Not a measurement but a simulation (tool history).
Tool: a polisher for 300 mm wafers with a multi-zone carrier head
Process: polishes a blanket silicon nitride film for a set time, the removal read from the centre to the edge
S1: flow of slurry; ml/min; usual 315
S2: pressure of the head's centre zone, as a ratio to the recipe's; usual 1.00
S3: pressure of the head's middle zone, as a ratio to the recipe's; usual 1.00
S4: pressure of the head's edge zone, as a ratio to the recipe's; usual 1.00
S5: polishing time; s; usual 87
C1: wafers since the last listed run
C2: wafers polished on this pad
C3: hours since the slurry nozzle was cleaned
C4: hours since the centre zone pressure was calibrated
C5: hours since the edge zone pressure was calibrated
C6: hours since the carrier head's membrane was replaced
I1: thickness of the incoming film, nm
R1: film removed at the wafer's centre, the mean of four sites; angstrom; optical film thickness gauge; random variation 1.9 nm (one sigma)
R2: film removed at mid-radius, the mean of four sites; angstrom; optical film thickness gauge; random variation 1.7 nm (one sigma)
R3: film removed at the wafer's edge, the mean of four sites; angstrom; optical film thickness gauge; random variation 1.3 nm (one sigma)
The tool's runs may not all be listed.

run    hour   S1    S2    S3    S4   S5    C1    C2     C3     C4     C5      C6     I1    R1    R2    R3
  1     0.0  315  1.08  1.00  1.00   93     0  2130  384.3  221.8   62.9  1293.6  596.6  1756  1722  1682
       83.6  -- slurry nozzle cleaned
  2    96.5  315  1.08  1.00  1.00   93   840  2971   12.9  318.3  159.4  1390.1  595.4  1731  1711  1680
  3   149.8  315  1.08  1.00  1.00   93   469  3440   66.2  371.6  212.7  1443.4  607.0  1730  1702  1672
      191.0  -- worn pad replaced by a new one
  4   204.8  315  1.00  1.00  1.00   87   448   121  121.2  426.6  267.7  1498.4  592.8  1669  1763  1711
  5   249.2  315  1.00  1.00  1.00   87   390   511  165.6  471.0  312.1  1542.8  596.0  1570  1725  1648
      256.3  -- centre zone pressure recalibrated
  6   349.6  315  1.00  1.05  1.00   87   866  1378  266.0   93.3  412.5  1643.2  609.3  1591  1732  1601
  7   391.5  315  1.00  1.05  1.00   87   368  1746  307.9  135.2  454.4  1685.1  586.8  1522  1686  1596
      411.0  -- edge zone pressure recalibrated
      483.1  -- carrier head's membrane replaced by a new one
  8   499.2  315  1.00  0.95  1.00   87   886  2633  415.6  242.9   88.2    16.1  607.2  1507  1568  1554
      570.7  -- slurry nozzle cleaned
  9   574.5  350  1.08  1.00  1.00   64   654  3287    3.8  318.2  163.5    91.4  602.6  1199  1175  1151
 10   670.0  315  1.00  1.00  1.00   87   840  4127   99.3  413.7  259.0   186.9  607.4  1454  1574  1566
      676.3  -- worn pad replaced by a new one
 11   712.4  260  0.90  1.00  1.00   77   338   317  141.7  456.1  301.4   229.3  604.3  1275  1506  1451
      736.9  -- centre zone pressure recalibrated
      815.2  -- edge zone pressure recalibrated
 12   876.4  315  1.00  1.00  1.00   87  1408  1725  305.7  139.5   61.2   393.3  595.9  1545  1617  1576
 13   954.4  315  1.00  1.00  1.00   87   686  2412  383.7  217.5  139.2   471.3  602.9  1497  1591  1554
 14  1014.7  315  1.00  0.93  0.92   95   530  2943  444.0  277.8  199.5   531.6  600.0  1625  1621  1624
     1074.1  -- slurry nozzle cleaned
 15  1077.9  315  1.11  1.00  1.06  102   547  3490    3.8  341.0  262.7   594.8  602.8  1922  1856  1843
     1127.1  -- worn pad replaced by a new one
 16  1183.7  315  1.00  0.90  1.00   87   896   497  109.6  446.8  368.5   700.6  599.9  1549  1547  1654
     1200.2  -- centre zone pressure recalibrated
 17  1267.1  315  1.00  1.00  1.00   87   716  1214  193.0   66.9  451.9   784.0  595.5  1598  1642  1601
     1290.9  -- edge zone pressure recalibrated
 18  1308.0  315  1.00  1.00  1.00  114   342  1556  233.9  107.8   17.1   824.9  594.4  2044  2109  2071
 19  1404.9  275  1.10  1.00  0.97  115   852  2409  330.8  204.7  114.0   921.8  608.3  2138  2084  2018
     1479.7  -- slurry nozzle cleaned
     1500.3  -- worn pad replaced by a new one
 20  1500.8  315  1.00  1.00  1.00   87   800     4   21.1  300.6  209.9  1017.7  591.5  1624  1746  1700
 21  1560.1  250  1.04  1.00  1.07  106   521   526   80.4  359.9  269.2  1077.0  595.4  1927  1987  2018
     1593.7  -- centre zone pressure recalibrated
 22  1644.4  315  1.00  1.08  1.00   87   724  1251  164.7   50.7  353.5  1161.3  595.0  1594  1750  1583
 23  1703.0  315  1.00  1.00  1.00  105   515  1767  223.3  109.3  412.1  1219.9  596.4  1868  1941  1887

Some steps in R1 between neighbouring runs. How much of each would the tool show without its hidden state too (settings, what came in, random variation), and how much is left for the hidden state, with any gauge scatter that isn't in both results?
The hidden state here: removal rate lost through wear of the pad, %; slurry flow missing at the pad, %; deviation of the centre zone's pressure from its setpoint, %; deviation of the edge zone's pressure from its setpoint, %.
Run 15 -> 16: S2 1.11 -> 1.00, S3 1.00 -> 0.90, S4 1.06 -> 1.00, S5 102 -> 87, worn pad replaced by a new one. R1 -373 angstrom: hidden state +208, all else -581.
Run 17 -> 18: S5 87 -> 114, edge zone pressure recalibrated. R1 +446 angstrom: hidden state -108, all else +554.
Run 19 -> 20: S1 275 -> 315, S2 1.10 -> 1.00, S4 0.97 -> 1.00, S5 115 -> 87, slurry nozzle cleaned, worn pad replaced by a new one. R1 -514 angstrom: hidden state +247, all else -761.

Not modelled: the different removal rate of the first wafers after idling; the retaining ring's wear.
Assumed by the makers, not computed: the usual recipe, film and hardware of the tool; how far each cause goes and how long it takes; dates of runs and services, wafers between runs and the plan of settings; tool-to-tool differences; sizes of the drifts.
